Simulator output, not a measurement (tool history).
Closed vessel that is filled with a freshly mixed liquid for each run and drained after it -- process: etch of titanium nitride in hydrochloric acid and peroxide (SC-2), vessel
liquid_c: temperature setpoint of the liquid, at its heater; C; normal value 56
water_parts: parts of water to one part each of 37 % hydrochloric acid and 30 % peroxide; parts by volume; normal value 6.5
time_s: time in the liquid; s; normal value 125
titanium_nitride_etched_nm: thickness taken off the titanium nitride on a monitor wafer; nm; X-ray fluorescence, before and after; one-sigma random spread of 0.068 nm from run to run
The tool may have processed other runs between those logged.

run,day,liquid_c,water_parts,time_s,wafers since the last listed run,hours since the thermometer was replaced,hours since the chemicals flow meter was replaced,hours since the drum of peroxide was connected,hours since the gauge calibration,"read-back film thickness of the titanium nitride reference wafer, read on the same gauge (nm)",titanium_nitride_etched_nm
1,0,53,6.5,125,0,2034.9,809.5,137.8,213.4,120.02,8.41
# day 0.429: chemicals flow meter replaced
2,3.9,53,6.5,125,12406,2128.5,83.3,231.4,307,119.96,9.1
3,6.146,53,6.5,125,7221,2182.4,137.2,285.3,360.9,120.01,9.1
4,8.325,56,6.5,160,7007,2234.7,189.5,337.6,413.2,120,14
5,9.421,56,6.5,75,3523,2261,215.8,363.9,439.5,120.02,6.56
6,10.571,56,6.5,75,3697,2288.6,243.4,391.5,467.1,120.02,6.56
7,13.196,56,6.5,75,8440,2351.6,306.4,454.5,530.1,120,6.53
8,14.621,56,6.5,125,4582,2385.8,340.6,488.7,564.3,119.99,10.79
9,16.029,56,6.5,125,4528,2419.6,374.4,522.5,598.1,120.02,10.87
# day 16.629: thermometer replaced
10,17.467,56,4.5,125,4488,20.1,408.9,557,632.6,120.02,13.14
11,18.525,56,4.5,125,3403,45.5,434.3,582.4,658,120.01,13.14
12,20.712,50.5,4.5,55,7034,98,486.8,634.9,710.5,120.05,4.03
13,23.312,61.5,6.5,125,8360,160.4,549.2,697.3,772.9,119.96,14.14
# day 24.638: new drum of peroxide connected
14,25.208,56,8.5,70,5962,205.9,594.7,13.7,818.4,120.01,4.4
15,26.779,49,6.5,125,5051,243.6,632.4,51.4,856.1,120.06,6.17
16,29.575,56,6.5,125,8990,310.7,699.5,118.5,923.2,120.02,9.68
17,32.1,46,8.5,150,8119,371.3,760.1,179.1,983.8,120.01,4.87

The next listed run, before its measurement:
# day 33.958: gauge calibrated
# day 34.038: chemicals flow meter replaced
18,34.467,56,6.5,125,7476,428.1,10.3,235.9,12.2,?,?

Run 18 gave read-back film thickness of the titanium nitride reference wafer, read on the same gauge (nm) 120.01, titanium_nitride_etched_nm 10.7 nm.
Take away the tool's hidden state, keep the run-to-run variation as it was, and the same run would have given titanium_nitride_etched_nm 10.41 nm.
